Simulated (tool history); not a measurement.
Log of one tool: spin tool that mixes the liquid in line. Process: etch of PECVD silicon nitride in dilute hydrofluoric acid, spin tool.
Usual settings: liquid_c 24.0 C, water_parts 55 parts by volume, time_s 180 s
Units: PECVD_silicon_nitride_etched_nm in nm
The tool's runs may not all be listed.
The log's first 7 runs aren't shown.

run	day	liquid_c	water_parts	time_s	wafers since the last listed run	hours since the thermometer was replaced	hours since the hydrofluoric acid flow meter was replaced	hours since the gauge calibration	read-back film thickness of the PECVD silicon nitride reference wafer, read on the same gauge (nm)	PECVD_silicon_nitride_etched_nm
8	19.104	24.0	55	180	539	2489.1	1038.9	2607.7	120.00	9.31
9	22.933	24.0	85	120	490	2581.0	1130.8	2699.6	120.00	4.02
10	26.675	22.0	30	85	479	2670.8	1220.6	2789.4	120.01	6.83
11	29.971	24.0	85	210	422	2749.9	1299.7	2868.5	120.00	6.96
12	33.429	22.5	85	275	443	2832.9	1382.7	2951.5	120.01	8.43
# day 35.933: thermometer replaced
13	37.450	24.0	55	180	510	36.4	1479.2	3048.0	120.00	9.33
# day 37.925: hydrofluoric acid flow meter replaced
14	40.479	24.0	70	105	383	109.1	61.3	3120.7	120.01	4.06
# day 40.579: gauge calibrated
15	42.625	24.0	55	180	275	160.6	112.8	49.1	120.01	8.82
16	44.717	21.0	75	280	268	210.8	163.0	99.3	119.98	8.32
17	46.967	24.0	55	80	288	264.8	217.0	153.3	120.01	3.89
18	51.083	27.5	80	230	527	363.6	315.8	252.1	120.00	9.73
19	53.946	27.0	30	220	366	432.3	384.5	320.8	120.01	23.69
20	57.867	27.5	65	245	502	526.4	478.6	414.9	120.01	12.93
21	61.129	24.0	70	180	418	604.7	556.9	493.2	120.01	6.93
22	63.404	25.5	55	260	291	659.3	611.5	547.8	119.98	14.27
23	67.738	24.0	70	225	555	763.3	715.5	651.8	120.01	8.85
24	74.829	24.0	55	180	909	933.5	885.7	822.0	119.99	8.98
25	76.471	24.0	70	260	210	972.9	925.1	861.4	120.00	10.41
26	78.717	28.5	35	180	287	1026.8	979.0	915.3	120.00	19.11
27	81.283	24.0	55	180	329	1088.4	1040.6	976.9	120.01	9.23
28	85.596	27.0	75	180	552	1191.9	1144.1	1080.4	119.99	8.40
29	87.967	24.0	55	130	303	1248.8	1201.0	1137.3	119.99	6.68
30	89.721	20.0	75	280	224	1290.9	1243.1	1179.4	119.99	8.05
31	91.583	22.5	30	75	238	1335.6	1287.8	1224.1	119.98	6.24

Run 32 comes next. What will it give?
32	95.458	20.5	55	95	496	1428.6	1380.8	1317.1	?	?

{"run 32": {"read-back film thickness of the PECVD silicon nitride reference wafer, read on the same gauge (nm)": 120.0, "PECVD_silicon_nitride_etched_nm": 3.84}}
Without the tool's hidden state the same run would have given PECVD_silicon_nitride_etched_nm 3.60 nm.
